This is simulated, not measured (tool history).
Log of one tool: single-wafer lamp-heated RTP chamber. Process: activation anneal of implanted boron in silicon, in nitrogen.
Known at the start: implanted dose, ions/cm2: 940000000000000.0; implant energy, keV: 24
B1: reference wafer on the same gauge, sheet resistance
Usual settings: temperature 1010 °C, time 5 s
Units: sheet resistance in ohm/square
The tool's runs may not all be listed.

run 1 hour=0.0 | temperature=1010 time=5 | B1=99.01 | sheet_resistance=119.42
-- hour=57.8 pyrometer window cleaned and pyrometer calibrated
run 2 hour=59.8 | temperature=1003 time=4 | B1=98.96 | sheet_resistance=124.18
run 3 hour=109.4 | temperature=1003 time=4 | B1=98.97 | sheet_resistance=124.61
run 4 hour=172.6 | temperature=1003 time=4 | B1=99.06 | sheet_resistance=123.53
run 5 hour=241.6 | temperature=1010 time=5 | B1=99.08 | sheet_resistance=120.71
-- hour=294.1 reflector plate cleaned
run 6 hour=308.9 | temperature=1010 time=5 | B1=98.95 | sheet_resistance=119.94
run 7 hour=361.8 | temperature=1010 time=5 | B1=99.03 | sheet_resistance=119.59
-- hour=415.1 pyrometer window cleaned and pyrometer calibrated
run 8 hour=415.6 | temperature=1010 time=3 | B1=99.05 | sheet_resistance=122.32
run 9 hour=441.6 | temperature=1010 time=3 | B1=99.04 | sheet_resistance=122.11
run 10 hour=479.4 | temperature=1010 time=5 | B1=98.96 | sheet_resistance=121.29
run 11 hour=546.1 | temperature=1010 time=5 | B1=99.01 | sheet_resistance=121.45
run 12 hour=596.4 | temperature=991 time=4 | B1=98.98 | sheet_resistance=126.85
run 13 hour=632.1 | temperature=1010 time=6 | B1=99.03 | sheet_resistance=120.80
run 14 hour=684.0 | temperature=1010 time=5 | B1=99.02 | sheet_resistance=119.57
-- hour=734.4 gauge calibrated
-- hour=744.0 pyrometer window cleaned and pyrometer calibrated
run 15 hour=744.5 | temperature=1031 time=8 | B1=99.00 | sheet_resistance=117.59
run 16 hour=780.0 | temperature=992 time=8 | B1=98.94 | sheet_resistance=126.80
-- hour=805.4 reflector plate cleaned
run 17 hour=816.3 | temperature=987 time=5 | B1=98.95 | sheet_resistance=131.17
run 18 hour=977.8 | temperature=991 time=5 | B1=99.05 | sheet_resistance=125.99
run 19 hour=1021.0 | temperature=1010 time=6 | B1=99.05 | sheet_resistance=119.36

The next listed run, before its measurement:
run 20 hour=1071.4 | temperature=1022 time=3 | B1=? | sheet_resistance=?

B1: 99.07
sheet resistance: 117.86 ohm/square
Without the tool's hidden state the same run would have given sheet resistance 119.69 ohm/square.
